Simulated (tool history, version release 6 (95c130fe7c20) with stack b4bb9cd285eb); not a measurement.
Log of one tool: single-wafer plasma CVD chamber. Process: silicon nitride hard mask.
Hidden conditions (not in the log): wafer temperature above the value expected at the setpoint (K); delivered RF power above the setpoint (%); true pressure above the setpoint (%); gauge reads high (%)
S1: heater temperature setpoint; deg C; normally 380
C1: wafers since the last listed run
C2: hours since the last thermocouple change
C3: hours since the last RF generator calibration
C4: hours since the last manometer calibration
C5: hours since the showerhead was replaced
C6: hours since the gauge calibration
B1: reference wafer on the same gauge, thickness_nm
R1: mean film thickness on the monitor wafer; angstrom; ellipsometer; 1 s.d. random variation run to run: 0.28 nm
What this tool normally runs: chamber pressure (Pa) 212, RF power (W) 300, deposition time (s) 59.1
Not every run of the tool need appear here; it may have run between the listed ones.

{"run": 1, "hour": 0.0, "S1": 380, "chamber pressure (Pa)": 212, "RF power (W)": 255, "deposition time (s)": 59.1, "C1": 0, "C2": 1151.7, "C3": 1169.8, "C4": 256.2, "C5": 2103.7, "C6": 1465.6, "B1": 78.195, "R1": 633.57}
{"run": 2, "hour": 59.1, "S1": 380, "chamber pressure (Pa)": 212, "RF power (W)": 285, "deposition time (s)": 62.8, "C1": 985, "C2": 1210.8, "C3": 1228.9, "C4": 315.3, "C5": 2162.8, "C6": 1524.7, "B1": 78.071, "R1": 760.73}
{"run": 3, "hour": 103.0, "S1": 380, "chamber pressure (Pa)": 212, "RF power (W)": 285, "deposition time (s)": 62.8, "C1": 731, "C2": 1254.7, "C3": 1272.8, "C4": 359.2, "C5": 2206.7, "C6": 1568.6, "B1": 78.355, "R1": 763.28}
{"run": 4, "hour": 152.7, "S1": 380, "chamber pressure (Pa)": 212, "RF power (W)": 285, "deposition time (s)": 62.8, "C1": 828, "C2": 1304.4, "C3": 1322.5, "C4": 408.9, "C5": 2256.4, "C6": 1618.3, "B1": 78.238, "R1": 752.46}
{"run": 5, "hour": 183.4, "S1": 380, "chamber pressure (Pa)": 212, "RF power (W)": 300, "deposition time (s)": 59.1, "C1": 511, "C2": 1335.1, "C3": 1353.2, "C4": 439.6, "C5": 2287.1, "C6": 1649, "B1": 77.989, "R1": 753.04}
{"run": 6, "hour": 231.0, "S1": 380, "chamber pressure (Pa)": 212, "RF power (W)": 300, "deposition time (s)": 59.1, "C1": 793, "C2": 1382.7, "C3": 1400.8, "C4": 487.2, "C5": 2334.7, "C6": 1696.6, "B1": 78.065, "R1": 746.35}
{"hour": 285.3, "done": "gauge calibrated"}
{"run": 7, "hour": 292.0, "S1": 380, "chamber pressure (Pa)": 212, "RF power (W)": 300, "deposition time (s)": 59.1, "C1": 1016, "C2": 1443.7, "C3": 1461.8, "C4": 548.2, "C5": 2395.7, "C6": 6.7, "B1": 78.319, "R1": 747.05}
{"hour": 311.3, "done": "thermocouple changed; heater temperature recalibrated"}
{"run": 8, "hour": 341.3, "S1": 380, "chamber pressure (Pa)": 212, "RF power (W)": 300, "deposition time (s)": 59.1, "C1": 688, "C2": 30, "C3": 1511.1, "C4": 597.5, "C5": 2445, "C6": 56, "B1": 78.224, "R1": 747.16}
{"run": 9, "hour": 395.1, "S1": 380, "chamber pressure (Pa)": 212, "RF power (W)": 300, "deposition time (s)": 59.1, "C1": 896, "C2": 83.8, "C3": 1564.9, "C4": 651.3, "C5": 2498.8, "C6": 109.8, "B1": 78.14, "R1": 753.23}
{"run": 10, "hour": 435.4, "S1": 380, "chamber pressure (Pa)": 212, "RF power (W)": 300, "deposition time (s)": 59.1, "C1": 671, "C2": 124.1, "C3": 1605.2, "C4": 691.6, "C5": 2539.1, "C6": 150.1, "B1": 78.211, "R1": 748.41}
{"run": 11, "hour": 504.3, "S1": 380, "chamber pressure (Pa)": 212, "RF power (W)": 300, "deposition time (s)": 59.1, "C1": 1148, "C2": 193, "C3": 1674.1, "C4": 760.5, "C5": 2608, "C6": 219, "B1": 78.104, "R1": 745.18}
{"run": 12, "hour": 538.6, "S1": 374, "chamber pressure (Pa)": 212, "RF power (W)": 300, "deposition time (s)": 49.4, "C1": 571, "C2": 227.3, "C3": 1708.4, "C4": 794.8, "C5": 2642.3, "C6": 253.3, "B1": 78.115, "R1": 628.56}
{"hour": 596.5, "done": "capacitance manometer re-zeroed and calibrated"}
{"run": 13, "hour": 608.2, "S1": 366, "chamber pressure (Pa)": 212, "RF power (W)": 300, "deposition time (s)": 70.3, "C1": 1026, "C2": 296.9, "C3": 1778, "C4": 11.7, "C5": 2711.9, "C6": 322.9, "B1": 78.21, "R1": 903.52}
{"run": 14, "hour": 660.9, "S1": 380, "chamber pressure (Pa)": 212, "RF power (W)": 300, "deposition time (s)": 59.1, "C1": 878, "C2": 349.6, "C3": 1830.7, "C4": 64.4, "C5": 2764.6, "C6": 375.6, "B1": 78.267, "R1": 747.8}
{"run": 15, "hour": 716.3, "S1": 385, "chamber pressure (Pa)": 212, "RF power (W)": 300, "deposition time (s)": 59.1, "C1": 923, "C2": 405, "C3": 1886.1, "C4": 119.8, "C5": 2820, "C6": 431, "B1": 78.19, "R1": 748.83}
{"run": 16, "hour": 754.6, "S1": 380, "chamber pressure (Pa)": 212, "RF power (W)": 300, "deposition time (s)": 59.1, "C1": 638, "C2": 443.3, "C3": 1924.4, "C4": 158.1, "C5": 2858.3, "C6": 469.3, "B1": 78.17, "R1": 752.96}
{"run": 17, "hour": 787.7, "S1": 392, "chamber pressure (Pa)": 212, "RF power (W)": 300, "deposition time (s)": 59.1, "C1": 551, "C2": 476.4, "C3": 1957.5, "C4": 191.2, "C5": 2891.4, "C6": 502.4, "B1": 78.198, "R1": 746.21}
{"hour": 821.0, "done": "showerhead replaced"}
{"run": 18, "hour": 858.0, "S1": 380, "chamber pressure (Pa)": 212, "RF power (W)": 275, "deposition time (s)": 69.1, "C1": 1038, "C2": 546.7, "C3": 2027.8, "C4": 261.5, "C5": 37, "C6": 572.7, "B1": 78.115, "R1": 794.43}
{"run": 19, "hour": 919.4, "S1": 380, "chamber pressure (Pa)": 212, "RF power (W)": 300, "deposition time (s)": 59.1, "C1": 1023, "C2": 608.1, "C3": 2089.2, "C4": 322.9, "C5": 98.4, "C6": 634.1, "B1": 78.054, "R1": 747.34}
{"hour": 938.6, "done": "RF generator calibrated"}
{"run": 20, "hour": 985.3, "S1": 380, "chamber pressure (Pa)": 212, "RF power (W)": 300, "deposition time (s)": 59.1, "C1": 965, "C2": 674, "C3": 46.7, "C4": 388.8, "C5": 164.3, "C6": 700, "B1": 78.213, "R1": 742.58}
{"run": 21, "hour": 1034.3, "S1": 380, "chamber pressure (Pa)": 212, "RF power (W)": 300, "deposition time (s)": 59.1, "C1": 816, "C2": 723, "C3": 95.7, "C4": 437.8, "C5": 213.3, "C6": 749, "B1": 78.254, "R1": 740.68}
{"run": 22, "hour": 1091.8, "S1": 375, "chamber pressure (Pa)": 237, "RF power (W)": 355, "deposition time (s)": 65.5, "C1": 958, "C2": 780.5, "C3": 153.2, "C4": 495.3, "C5": 270.8, "C6": 806.5, "B1": 78.338, "R1": 995.66}
{"run": 23, "hour": 1154.0, "S1": 380, "chamber pressure (Pa)": 233, "RF power (W)": 265, "deposition time (s)": 59.1, "C1": 1036, "C2": 842.7, "C3": 215.4, "C4": 557.5, "C5": 333, "C6": 868.7, "B1": 78.088, "R1": 674.36}
{"run": 24, "hour": 1182.0, "S1": 389, "chamber pressure (Pa)": 164, "RF power (W)": 300, "deposition time (s)": 54.5, "C1": 466, "C2": 870.7, "C3": 243.4, "C4": 585.5, "C5": 361, "C6": 896.7, "B1": 78.104, "R1": 641.58}
{"run": 25, "hour": 1214.4, "S1": 389, "chamber pressure (Pa)": 212, "RF power (W)": 275, "deposition time (s)": 59.1, "C1": 540, "C2": 903.1, "C3": 275.8, "C4": 617.9, "C5": 393.4, "C6": 929.1, "B1": 78.306, "R1": 677.82}
{"run": 26, "hour": 1251.1, "S1": 380, "chamber pressure (Pa)": 212, "RF power (W)": 340, "deposition time (s)": 59.1, "C1": 611, "C2": 939.8, "C3": 312.5, "C4": 654.6, "C5": 430.1, "C6": 965.8, "B1": 78.043, "R1": 825.44}
{"run": 27, "hour": 1291.2, "S1": 380, "chamber pressure (Pa)": 212, "RF power (W)": 300, "deposition time (s)": 66.5, "C1": 668, "C2": 979.9, "C3": 352.6, "C4": 694.7, "C5": 470.2, "C6": 1005.9, "B1": 78.139, "R1": 836.18}
{"run": 28, "hour": 1345.3, "S1": 380, "chamber pressure (Pa)": 212, "RF power (W)": 245, "deposition time (s)": 65.7, "C1": 901, "C2": 1034, "C3": 406.7, "C4": 748.8, "C5": 524.3, "C6": 1060, "B1": 78.14, "R1": 662.92}

Below are 5 alternative next runs, each starting from the tool's condition after run 28. Predict each:
{"run": "A", "hour": 1345.7, "S1": 380, "chamber pressure (Pa)": 212, "RF power (W)": 300, "deposition time (s)": 69.1, "C1": 6, "C2": 1034.4, "C3": 407.1, "C4": 749.2, "C5": 524.7, "C6": 1060.4, "B1": "?", "R1": "?"}
{"run": "B", "hour": 1345.7, "S1": 387, "chamber pressure (Pa)": 184, "RF power (W)": 325, "deposition time (s)": 69, "C1": 6, "C2": 1034.4, "C3": 407.1, "C4": 749.2, "C5": 524.7, "C6": 1060.4, "B1": "?", "R1": "?"}
{"run": "C", "hour": 1345.7, "S1": 380, "chamber pressure (Pa)": 195, "RF power (W)": 300, "deposition time (s)": 64.3, "C1": 6, "C2": 1034.4, "C3": 407.1, "C4": 749.2, "C5": 524.7, "C6": 1060.4, "B1": "?", "R1": "?"}
{"run": "D", "hour": 1345.7, "S1": 375, "chamber pressure (Pa)": 212, "RF power (W)": 300, "deposition time (s)": 54.8, "C1": 6, "C2": 1034.4, "C3": 407.1, "C4": 749.2, "C5": 524.7, "C6": 1060.4, "B1": "?", "R1": "?"}
{"run": "E", "hour": 1345.7, "S1": 380, "chamber pressure (Pa)": 193, "RF power (W)": 245, "deposition time (s)": 59.1, "C1": 6, "C2": 1034.4, "C3": 407.1, "C4": 749.2, "C5": 524.7, "C6": 1060.4, "B1": "?", "R1": "?"}

run=A B1=78.075 R1=865.15
run=B B1=78.075 R1=893.46
run=C B1=78.075 R1=787.26
run=D B1=78.075 R1=687.95
run=E B1=78.075 R1=581.12
Take away the tool's hidden state, keep each run's random variation, and the runs would have read:
run=A R1=880.46
run=B R1=910.08
run=C R1=801.58
run=D R1=700.12
run=E R1=591.69
